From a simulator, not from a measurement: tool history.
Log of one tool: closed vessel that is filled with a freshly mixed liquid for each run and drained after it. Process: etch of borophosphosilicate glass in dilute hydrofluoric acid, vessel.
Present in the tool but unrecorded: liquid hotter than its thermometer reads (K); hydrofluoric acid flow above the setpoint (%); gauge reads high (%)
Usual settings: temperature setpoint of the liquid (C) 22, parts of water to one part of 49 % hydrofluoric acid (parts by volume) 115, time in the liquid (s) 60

run   hour  temperature setpoint of the liquid (C)  parts of water to one part of 49 % hydrofluoric acid (parts by volume)  time in the liquid (s)  wafers since the last listed run  hours since the thermometer was replaced  hours since the hydrofluoric acid flow meter was replaced  hours since the gauge calibration  read-back film thickness of the borophosphosilicate glass reference wafer, read on the same gauge (nm)  thickness taken off the borophosphosilicate glass on a monitor wafer (nm)
  1      0                                      22                                                                     115                      45                                 0                                       877                                                     1113.5                               52.1                                                                                                   50.01                                                                      17.37
  2    9.8                                      22                                                                     115                      45                               996                                     886.8                                                     1123.3                               61.9                                                                                                      50                                                                      17.55
  3   24.1                                      22                                                                     115                      60                              1453                                     901.1                                                     1137.6                               76.2                                                                                                   50.01                                                                      23.41
  4   40.8                                      22                                                                     115                      60                              1697                                     917.8                                                     1154.3                               92.9                                                                                                   49.98                                                                      23.49
  5   47.2                                      22                                                                     115                      60                               650                                     924.2                                                     1160.7                               99.3                                                                                                   50.01                                                                      23.07
  6   53.6                                      22                                                                     115                      60                               650                                     930.6                                                     1167.1                              105.7                                                                                                   50.03                                                                      23.55
  7     65                                      22                                                                     115                      60                              1158                                       942                                                     1178.5                              117.1                                                                                                   49.98                                                                      23.67
  8   75.1                                      22                                                                     115                      60                              1026                                     952.1                                                     1188.6                              127.2                                                                                                   50.01                                                                      23.23
      75.1  -- gauge calibrated
  9   82.4                                      22                                                                     115                      60                               742                                     959.4                                                     1195.9                                7.3                                                                                                   49.99                                                                      23.35
 10   98.7                                      22                                                                     115                      90                              1656                                     975.7                                                     1212.2                               23.6                                                                                                   50.02                                                                      34.83
     116.7  -- thermometer replaced
 11  117.2                                      18                                                                     115                      75                              1778                                       0.5                                                     1230.7                               42.1                                                                                                      50                                                                      24.82
 12  132.2                                    18.5                                                                      65                      60                              1524                                      15.5                                                     1245.7                               57.1                                                                                                      50                                                                      38.17
     162.4  -- hydrofluoric acid flow meter replaced
 13  169.6                                    18.5                                                                      65                      60                              3700                                      52.9                                                        7.2                               94.5                                                                                                   50.03                                                                      37.73
 14  175.8                                    26.5                                                                     145                      35                               630                                      59.1                                                       13.4                              100.7                                                                                                   50.01                                                                      12.48
 15  192.4                                      22                                                                     115                      60                              1687                                      75.7                                                         30                              117.3                                                                                                   49.98                                                                      23.03
 16    201                                      18                                                                      90                      45                               874                                      84.3                                                       38.6                              125.9                                                                                                      50                                                                      19.53
     203.3  -- gauge calibrated
 17    209                                    24.5                                                                      75                      35                               813                                      92.3                                                       46.6                                5.7                                                                                                   50.01                                                                      24.29
 18  217.3                                    17.5                                                                     165                      60                               843                                     100.6                                                       54.9                                 14                                                                                                   49.99                                                                      12.79

What if the next run were any one of these 3? Each begins from the tool's condition after run 18:
  A   218                                      22                                                                     115                      70                                71                                     101.3                                                       55.6                               14.7                                                                                                       ?                                                                          ?
  B   218                                    19.5                                                                     150                      80                                71                                     101.3                                                       55.6                               14.7                                                                                                       ?                                                                          ?
  C   218                                    24.5                                                                     135                      85                                71                                     101.3                                                       55.6                               14.7                                                                                                       ?                                                                          ?

run  read-back film thickness of the borophosphosilicate glass reference wafer, read on the same gauge (nm)  thickness taken off the borophosphosilicate glass on a monitor wafer (nm)
  A                                                                                                      50                                                                      27.29
  B                                                                                                      50                                                                      20.83
  C                                                                                                      50                                                                      30.42
The same runs, with their run-to-run variation unchanged, on a tool lacking any hidden condition would have given:
run  thickness taken off the borophosphosilicate glass on a monitor wafer (nm)
  A                                                                      27.29
  B                                                                      20.83
  C                                                                      30.42
